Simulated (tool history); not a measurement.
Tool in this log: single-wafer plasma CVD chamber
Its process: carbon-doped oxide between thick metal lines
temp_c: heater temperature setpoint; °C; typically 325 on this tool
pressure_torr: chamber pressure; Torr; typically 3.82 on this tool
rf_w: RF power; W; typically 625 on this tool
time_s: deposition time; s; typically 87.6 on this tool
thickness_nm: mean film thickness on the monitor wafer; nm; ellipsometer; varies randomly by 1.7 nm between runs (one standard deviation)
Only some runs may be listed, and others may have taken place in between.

run,hour,temp_c,pressure_torr,rf_w,time_s,"read-back reference wafer on the same gauge, thickness_nm",thickness_nm
1,0,325,3.82,625,87.6,465.851,551.288
2,35.5,325,3.82,625,87.6,464.592,552.772
3,90.8,325,3.82,625,87.6,464.341,555.956
4,148.4,325,3.82,625,87.6,463.405,553.933
5,177.2,325,3.82,625,87.6,463.723,551.095
6,201.6,325,3.82,625,87.6,463.218,550.477
7,249.5,325,3.82,625,87.6,462.803,551.731
8,289.5,325,3.82,625,87.6,462.942,552.761
9,324.1,325,3.82,625,74.8,462.075,470.94
# hour 369: showerhead replaced
10,369.5,336,3.82,625,94.9,460.97,572.897
11,433.1,325,4.58,560,72.7,460.627,447.16
12,468.4,325,4.58,560,72.7,459.401,446.146
# hour 489.1: gauge calibrated
13,520.3,340,3.23,685,87.6,470.904,542.686
# hour 548.7: RF generator calibrated
# hour 550: capacitance manometer re-zeroed and calibrated
14,584.4,337,3.82,740,87.6,471,568.828
15,675.5,325,3.82,700,87.6,470.034,582.189
16,733.6,314,3.82,625,87.6,469.979,589.965
17,783.7,335,3.82,690,87.6,470.072,563.698
18,831,325,2.91,705,76.5,470.201,498.003
# hour 877.4: thermocouple changed; heater temperature recalibrated
19,878.1,340,4.43,625,87.6,469.6,535.754
20,924.3,313,4.16,550,83.2,468.86,540.77
21,962.9,320,3.82,625,97,468.481,629.479
22,1001.5,325,3.82,625,87.6,467.731,560.167
23,1068.1,340,4.43,625,87.6,468.74,537.299
24,1108.2,325,3.82,625,87.6,467.589,557.157
25,1160.8,325,3.82,625,87.6,467.445,554.832
26,1223.6,331,4.09,525,99.5,467.127,588.311
27,1278,320,4.13,715,75.3,466.072,516.616
28,1303.4,325,3.82,550,94.9,465.86,575.336

Consider 4 possible next runs. They are alternatives, not a sequence: every one starts from the tool as it was left by run 28. What does each give?
A,1303.8,325,3.82,625,87.6,?,?
B,1303.8,325,3.82,550,87.6,?,?
C,1303.8,325,3.43,745,87.6,?,?
D,1303.8,317,3.82,625,73.1,?,?

run,"read-back reference wafer on the same gauge, thickness_nm",thickness_nm
A,465.658,554.926
B,465.658,531.375
C,465.658,584.725
D,465.658,478.775
Without the tool's unlogged condition, the same runs would have read:
run,thickness_nm
A,559.937
B,536.173
C,590.005
D,483.098
